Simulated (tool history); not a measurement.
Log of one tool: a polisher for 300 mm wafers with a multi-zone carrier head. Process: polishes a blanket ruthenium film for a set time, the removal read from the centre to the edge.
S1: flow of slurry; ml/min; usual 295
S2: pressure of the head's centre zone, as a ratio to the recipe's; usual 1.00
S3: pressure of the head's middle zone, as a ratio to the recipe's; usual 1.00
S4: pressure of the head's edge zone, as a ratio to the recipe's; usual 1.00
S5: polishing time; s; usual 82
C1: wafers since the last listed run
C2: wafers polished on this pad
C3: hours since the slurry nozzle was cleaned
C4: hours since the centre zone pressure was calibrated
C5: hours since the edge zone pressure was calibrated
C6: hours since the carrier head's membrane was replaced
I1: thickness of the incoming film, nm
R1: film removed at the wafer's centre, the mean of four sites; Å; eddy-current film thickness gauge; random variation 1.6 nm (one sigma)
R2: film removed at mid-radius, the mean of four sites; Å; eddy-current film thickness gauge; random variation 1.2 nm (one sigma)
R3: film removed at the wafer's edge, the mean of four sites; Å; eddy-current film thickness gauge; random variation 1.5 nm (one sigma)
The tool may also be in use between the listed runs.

run	day	S1	S2	S3	S4	S5	C1	C2	C3	C4	C5	C6	I1	R1	R2	R3
1	0.000	295	1.00	1.00	1.00	82	0	117	383.7	1296.4	649.1	1083.5	541.8	1332	1384	1321
2	0.742	295	1.00	1.00	1.00	82	157	274	401.5	1314.2	666.9	1101.3	537.8	1324	1329	1313
3	1.367	295	1.00	1.00	1.00	82	132	406	416.5	1329.2	681.9	1116.3	537.0	1305	1310	1297
4	1.825	295	1.00	1.00	0.97	82	97	504	427.5	1340.2	692.9	1127.3	549.2	1269	1310	1277
5	2.142	295	1.00	1.09	1.00	68	67	571	435.1	1347.8	700.5	1134.9	542.1	1061	1181	1062
# day 2.529: worn pad replaced by a new one
6	2.758	295	1.00	1.00	1.00	82	95	48	449.9	1362.6	715.3	1149.7	547.3	1210	1229	1192
7	3.033	295	1.00	1.00	1.00	82	58	106	456.5	1369.2	721.9	1156.3	535.1	1191	1191	1188
8	3.467	295	1.00	1.00	1.00	82	91	198	466.9	1379.6	732.3	1166.7	539.5	1146	1195	1176
# day 3.833: worn pad replaced by a new one, repeated, since the last time left the tool worse
9	3.854	295	1.00	1.04	1.00	82	46	4	476.2	1388.9	741.6	1176.0	541.3	1366	1429	1347
# day 4.167: centre zone pressure recalibrated
10	4.200	295	1.00	1.04	1.00	82	55	60	484.5	0.8	749.9	1184.3	531.8	1346	1431	1343
11	4.496	295	1.00	1.00	1.00	82	62	123	491.6	7.9	757.0	1191.4	539.6	1307	1390	1337
12	5.188	295	1.10	0.92	1.00	82	146	269	508.2	24.5	773.6	1208.0	536.8	1430	1249	1327
# day 5.567: edge zone pressure recalibrated
13	5.825	240	1.00	1.00	1.00	54	117	387	523.5	39.8	6.2	1223.3	548.6	844	859	853
14	6.575	205	1.00	1.09	0.89	66	159	546	541.5	57.8	24.2	1241.3	534.6	971	1098	944
# day 6.767: worn pad replaced by a new one
# day 7.025: carrier head's membrane replaced by a new one
15	7.046	295	1.00	1.00	1.00	82	20	15	552.8	69.1	35.5	0.5	537.7	1340	1373	1363
# day 7.246: slurry nozzle cleaned
16	7.571	210	1.00	1.00	0.92	109	102	117	7.8	81.7	48.1	13.1	538.3	1743	1770	1706
17	8.146	295	0.94	1.00	0.90	82	121	239	21.6	95.5	61.9	26.9	541.4	1227	1348	1244
# day 9.696: worn pad replaced by a new one
18	9.867	250	1.00	1.04	1.00	68	329	36	62.9	136.8	103.2	68.2	535.2	1095	1174	1096
19	10.538	295	1.11	0.90	1.00	107	142	178	79.0	152.9	119.3	84.3	550.4	1918	1641	1716
20	10.817	235	1.04	0.90	1.00	110	59	237	85.7	159.6	126.0	91.0	532.6	1827	1636	1738

Hidden state at the last listed run before each entry between runs and at the first one after, where it differs:
Between runs 5 and 6: worn pad replaced by a new one (day 2.529)
  removal rate lost through wear of the pad, %: 6.8 -> 13
  measured less the result without the state, R1: -78 -> -181 Å; R2: -86 -> -184 Å; R3: -77 -> -178 Å
Between runs 8 and 9: worn pad replaced by a new one, repeated, since the last time left the tool worse (day 3.833)
  removal rate lost through wear of the pad, %: 14.7 -> 0.0828
  measured less the result without the state, R1: -198 -> -1 Å; R2: -206 -> -1 Å; R3: -203 -> -1 Å
Between runs 9 and 10: centre zone pressure recalibrated (day 4.167)
  removal rate lost through wear of the pad, %: 0.0828 -> 0.928
  measured less the result without the state, R1: -1 -> -13 Å; R2: -1 -> -14 Å; R3: -1 -> -12 Å
Between runs 12 and 13: edge zone pressure recalibrated (day 5.567)
  removal rate lost through wear of the pad, %: 3.34 -> 4.9
  measured less the result without the state, R1: -49 -> -44 Å; R2: -43 -> -45 Å; R3: -46 -> -44 Å
Between runs 14 and 15: worn pad replaced by a new one (day 6.767); carrier head's membrane replaced by a new one (day 7.025)
  removal rate lost through wear of the pad, %: 6.73 -> 0.819
  measured less the result without the state, R1: -71 -> -11 Å; R2: -79 -> -11 Å; R3: -68 -> -11 Å
Between runs 15 and 16: slurry nozzle cleaned (day 7.246)
  removal rate lost through wear of the pad, %: 0.819 -> 2.1
  measured less the result without the state, R1: -11 -> -37 Å; R2: -11 -> -39 Å; R3: -11 -> -37 Å
Between runs 17 and 18: worn pad replaced by a new one (day 9.696)
  removal rate lost through wear of the pad, %: 3.51 -> 1.27
  measured less the result without the state, R1: -45 -> -15 Å; R2: -49 -> -15 Å; R3: -45 -> -14 Å

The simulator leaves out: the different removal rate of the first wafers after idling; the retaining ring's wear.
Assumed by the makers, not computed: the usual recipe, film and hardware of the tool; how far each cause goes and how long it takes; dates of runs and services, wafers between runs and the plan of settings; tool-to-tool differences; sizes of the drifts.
